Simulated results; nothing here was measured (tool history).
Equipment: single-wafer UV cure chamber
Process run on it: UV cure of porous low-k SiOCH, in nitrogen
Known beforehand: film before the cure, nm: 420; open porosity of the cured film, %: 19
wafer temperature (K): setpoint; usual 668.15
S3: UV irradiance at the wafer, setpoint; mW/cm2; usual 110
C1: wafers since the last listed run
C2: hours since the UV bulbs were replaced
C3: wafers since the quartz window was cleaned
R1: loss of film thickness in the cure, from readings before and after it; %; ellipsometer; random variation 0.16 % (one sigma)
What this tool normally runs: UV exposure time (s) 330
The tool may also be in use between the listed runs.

run 1 hour=0 | wafer_temperature_(K)=668.15 UV_exposure_time_(s)=330 S3=110 | C1=0 C2=2038.4 C3=349 | R1=14.169
run 2 hour=7.6 | wafer_temperature_(K)=668.15 UV_exposure_time_(s)=330 S3=110 | C1=35 C2=2046 C3=384 | R1=14.2
run 3 hour=17.7 | wafer_temperature_(K)=668.15 UV_exposure_time_(s)=330 S3=132 | C1=46 C2=2056.1 C3=431 | R1=15.064
run 4 hour=31.4 | wafer_temperature_(K)=668.15 UV_exposure_time_(s)=330 S3=132 | C1=63 C2=2069.8 C3=494 | R1=14.987
run 5 hour=43.1 | wafer_temperature_(K)=668.15 UV_exposure_time_(s)=330 S3=132 | C1=54 C2=2081.5 C3=548 | R1=14.992
run 6 hour=58.1 | wafer_temperature_(K)=668.15 UV_exposure_time_(s)=330 S3=110 | C1=69 C2=2096.5 C3=617 | R1=13.944
run 7 hour=75.9 | wafer_temperature_(K)=668.15 UV_exposure_time_(s)=330 S3=110 | C1=82 C2=2114.3 C3=700 | R1=14.087
run 8 hour=90.7 | wafer_temperature_(K)=668.15 UV_exposure_time_(s)=330 S3=110 | C1=68 C2=2129.1 C3=768 | R1=13.837
run 9 hour=102.6 | wafer_temperature_(K)=668.15 UV_exposure_time_(s)=330 S3=110 | C1=54 C2=2141 C3=823 | R1=13.927
run 10 hour=118.5 | wafer_temperature_(K)=657.15 UV_exposure_time_(s)=330 S3=110 | C1=73 C2=2156.9 C3=896 | R1=13.69
run 11 hour=125.1 | wafer_temperature_(K)=668.15 UV_exposure_time_(s)=330 S3=110 | C1=30 C2=2163.5 C3=927 | R1=13.911
run 12 hour=138.5 | wafer_temperature_(K)=668.15 UV_exposure_time_(s)=330 S3=110 | C1=61 C2=2176.9 C3=989 | R1=13.926
run 13 hour=158 | wafer_temperature_(K)=668.15 UV_exposure_time_(s)=330 S3=110 | C1=90 C2=2196.4 C3=1079 | R1=13.978
run 14 hour=165.4 | wafer_temperature_(K)=668.15 UV_exposure_time_(s)=330 S3=110 | C1=34 C2=2203.8 C3=1113 | R1=13.715
run 15 hour=180 | wafer_temperature_(K)=668.15 UV_exposure_time_(s)=330 S3=110 | C1=67 C2=2218.4 C3=1180 | R1=13.805
run 16 hour=194.1 | wafer_temperature_(K)=668.15 UV_exposure_time_(s)=330 S3=110 | C1=65 C2=2232.5 C3=1245 | R1=14.033
run 17 hour=205.4 | wafer_temperature_(K)=668.15 UV_exposure_time_(s)=330 S3=110 | C1=52 C2=2243.8 C3=1298 | R1=14.116
run 18 hour=215.3 | wafer_temperature_(K)=668.15 UV_exposure_time_(s)=330 S3=99 | C1=45 C2=2253.7 C3=1343 | R1=13.448
-- hour=224.1 quartz window cleaned
run 19 hour=228.8 | wafer_temperature_(K)=668.15 UV_exposure_time_(s)=330 S3=99 | C1=25 C2=2267.2 C3=21 | R1=12.701
run 20 hour=242.5 | wafer_temperature_(K)=668.15 UV_exposure_time_(s)=330 S3=110 | C1=63 C2=2280.9 C3=85 | R1=13.596
run 21 hour=256.5 | wafer_temperature_(K)=668.15 UV_exposure_time_(s)=330 S3=110 | C1=64 C2=2294.9 C3=149 | R1=13.062
run 22 hour=263.4 | wafer_temperature_(K)=668.15 UV_exposure_time_(s)=330 S3=110 | C1=31 C2=2301.8 C3=181 | R1=13.137
run 23 hour=274.4 | wafer_temperature_(K)=668.15 UV_exposure_time_(s)=140 S3=110 | C1=50 C2=2312.8 C3=232 | R1=8.974
-- hour=327.5 quartz window cleaned, repeated, since the last time left the tool worse
run 24 hour=328 | wafer_temperature_(K)=686.15 UV_exposure_time_(s)=140 S3=124 | C1=210 C2=2366.4 C3=2 | R1=11.19
run 25 hour=341.3 | wafer_temperature_(K)=681.15 UV_exposure_time_(s)=330 S3=110 | C1=61 C2=2379.7 C3=63 | R1=14.64
run 26 hour=352.3 | wafer_temperature_(K)=668.15 UV_exposure_time_(s)=330 S3=99 | C1=50 C2=2390.7 C3=114 | R1=13.743
run 27 hour=359 | wafer_temperature_(K)=651.15 UV_exposure_time_(s)=160 S3=87 | C1=30 C2=2397.4 C3=145 | R1=9.383
run 28 hour=366.1 | wafer_temperature_(K)=675.15 UV_exposure_time_(s)=175 S3=110 | C1=32 C2=2404.5 C3=178 | R1=11.044
run 29 hour=377.2 | wafer_temperature_(K)=675.15 UV_exposure_time_(s)=490 S3=140 | C1=51 C2=2415.6 C3=229 | R1=17.464
run 30 hour=394.4 | wafer_temperature_(K)=668.15 UV_exposure_time_(s)=330 S3=110 | C1=79 C2=2432.8 C3=309 | R1=14.07
run 31 hour=407.6 | wafer_temperature_(K)=656.15 UV_exposure_time_(s)=415 S3=99 | C1=60 C2=2446 C3=370 | R1=14.558
run 32 hour=419.5 | wafer_temperature_(K)=652.15 UV_exposure_time_(s)=330 S3=71 | C1=54 C2=2457.9 C3=424 | R1=11.499
-- hour=436.1 UV bulbs replaced
run 33 hour=436.6 | wafer_temperature_(K)=652.15 UV_exposure_time_(s)=170 S3=72 | C1=42 C2=0.5 C3=466 | R1=8.277
run 34 hour=446.7 | wafer_temperature_(K)=668.15 UV_exposure_time_(s)=330 S3=110 | C1=46 C2=10.6 C3=513 | R1=14.098
run 35 hour=461.7 | wafer_temperature_(K)=668.15 UV_exposure_time_(s)=330 S3=110 | C1=69 C2=25.6 C3=582 | R1=14.256
run 36 hour=477.6 | wafer_temperature_(K)=668.15 UV_exposure_time_(s)=200 S3=129 | C1=73 C2=41.5 C3=656 | R1=12.313
run 37 hour=488.7 | wafer_temperature_(K)=668.15 UV_exposure_time_(s)=515 S3=110 | C1=51 C2=52.6 C3=707 | R1=16.092
run 38 hour=496.7 | wafer_temperature_(K)=656.15 UV_exposure_time_(s)=415 S3=99 | C1=36 C2=60.6 C3=744 | R1=14.678
run 39 hour=507.1 | wafer_temperature_(K)=662.15 UV_exposure_time_(s)=330 S3=82 | C1=48 C2=71 C3=792 | R1=12.433
run 40 hour=517.8 | wafer_temperature_(K)=668.15 UV_exposure_time_(s)=390 S3=91 | C1=49 C2=81.7 C3=841 | R1=13.571
run 41 hour=535.1 | wafer_temperature_(K)=668.15 UV_exposure_time_(s)=330 S3=110 | C1=79 C2=99 C3=921 | R1=13.773
run 42 hour=545.7 | wafer_temperature_(K)=668.15 UV_exposure_time_(s)=330 S3=100 | C1=48 C2=109.6 C3=970 | R1=13.328
run 43 hour=553.4 | wafer_temperature_(K)=682.15 UV_exposure_time_(s)=520 S3=77 | C1=35 C2=117.3 C3=1006 | R1=14.576
run 44 hour=570 | wafer_temperature_(K)=668.15 UV_exposure_time_(s)=330 S3=110 | C1=76 C2=133.9 C3=1083 | R1=13.582
run 45 hour=582.2 | wafer_temperature_(K)=668.15 UV_exposure_time_(s)=330 S3=110 | C1=56 C2=146.1 C3=1139 | R1=13.825

Alternative continuations, all from the tool just after run 45; predict every row:
run A hour=582.7 | wafer_temperature_(K)=668.15 UV_exposure_time_(s)=490 S3=110 | C1=2 C2=146.6 C3=1141 | R1=?
run B hour=582.7 | wafer_temperature_(K)=675.15 UV_exposure_time_(s)=395 S3=75 | C1=2 C2=146.6 C3=1141 | R1=?
run C hour=582.7 | wafer_temperature_(K)=668.15 UV_exposure_time_(s)=480 S3=110 | C1=2 C2=146.6 C3=1141 | R1=?
run D hour=582.7 | wafer_temperature_(K)=687.15 UV_exposure_time_(s)=330 S3=129 | C1=2 C2=146.6 C3=1141 | R1=?

run=A R1=15.864
run=B R1=12.929
run=C R1=15.756
run=D R1=15.009
The same runs, with their run-to-run variation unchanged, on a tool lacking any hidden condition would have given:
run=A R1=16.514
run=B R1=13.551
run=C R1=16.405
run=D R1=15.653
